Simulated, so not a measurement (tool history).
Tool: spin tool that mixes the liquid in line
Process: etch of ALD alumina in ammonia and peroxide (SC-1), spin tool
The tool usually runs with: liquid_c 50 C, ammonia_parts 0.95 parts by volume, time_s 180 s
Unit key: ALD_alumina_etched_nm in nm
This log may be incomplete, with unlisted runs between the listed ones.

run	hour	liquid_c	ammonia_parts	time_s	read-back film thickness of the ALD alumina reference wafer, read on the same gauge (nm)	ALD_alumina_etched_nm
1	0	50	0.95	180	69.99	16.39
2	46.5	50	0.95	180	69.98	16.25
3	93.6	50	0.95	180	70.02	16.15
4	150.7	50	0.95	180	70	16.06
5	183.4	50	0.95	180	70.01	16.1
# hour 203.7: new drum of ammonia solution connected
6	218.5	50	0.95	180	70.02	16.03
7	264.2	50	0.95	180	70.02	16.07
# hour 322.4: heated supply line repaired
8	327.4	50	0.95	180	70.04	16.99
# hour 339.9: ammonia flow meter replaced
9	355.9	50	0.95	180	69.99	16.98
10	384.2	55	0.95	215	70.01	26.4
11	413.8	59	0.7	245	69.99	36.3
12	467.8	41	1.2	100	69.98	5.87
# hour 509.7: gauge calibrated
13	514.6	50	0.55	245	70	21.83
14	555	50	0.55	95	69.99	8.55
15	598	50	0.95	180	70.03	16.81
16	667	58	0.95	180	70.03	25.85
17	697.9	42.5	0.95	225	70	13.82
# hour 721.8: new drum of ammonia solution connected
18	758.5	59.5	1.15	145	70	23.04
19	801.4	50	0.95	180	70.02	16.81
# hour 814.9: thermometer replaced
20	848.6	58.5	0.95	180	69.98	25.04
21	920.2	54	0.8	100	70.03	10.85
22	952.5	56	1.15	135	70.01	16.55
23	1018.1	50	0.95	180	70.01	15.57
24	1050.2	52.5	1.15	225	70	22.76
# hour 1119.5: new drum of ammonia solution connected
# hour 1175.8: ammonia flow meter replaced
25	1225.7	41	0.7	135	69.97	6.82

Pick out some run-to-run changes in ALD_alumina_etched_nm. Of each, how much would a tool without hidden state show as well, from the settings, what came in and chance, and how much is left for the hidden state and any gauge scatter not in both results compared?
The tool's hidden condition here consists of: liquid hotter than its thermometer reads (K); ammonia flow below the setpoint (%); temperature lost on the way to the wafer (K); ammonia solution weaker than its label (%); gauge reads high (%).
Run 11 -> 12: liquid_c 59 -> 41, ammonia_parts 0.7 -> 1.2, time_s 245 -> 100. ALD_alumina_etched_nm -30.43 nm: hidden state -1.14, all else -29.29.
Run 12 -> 13: liquid_c 41 -> 50, ammonia_parts 1.2 -> 0.55, time_s 100 -> 245, gauge calibrated. ALD_alumina_etched_nm +15.96 nm: hidden state +0.57, all else +15.39.
Run 19 -> 20: liquid_c 50 -> 58.5, thermometer replaced. ALD_alumina_etched_nm +8.23 nm: hidden state -1.25, all else +9.48.
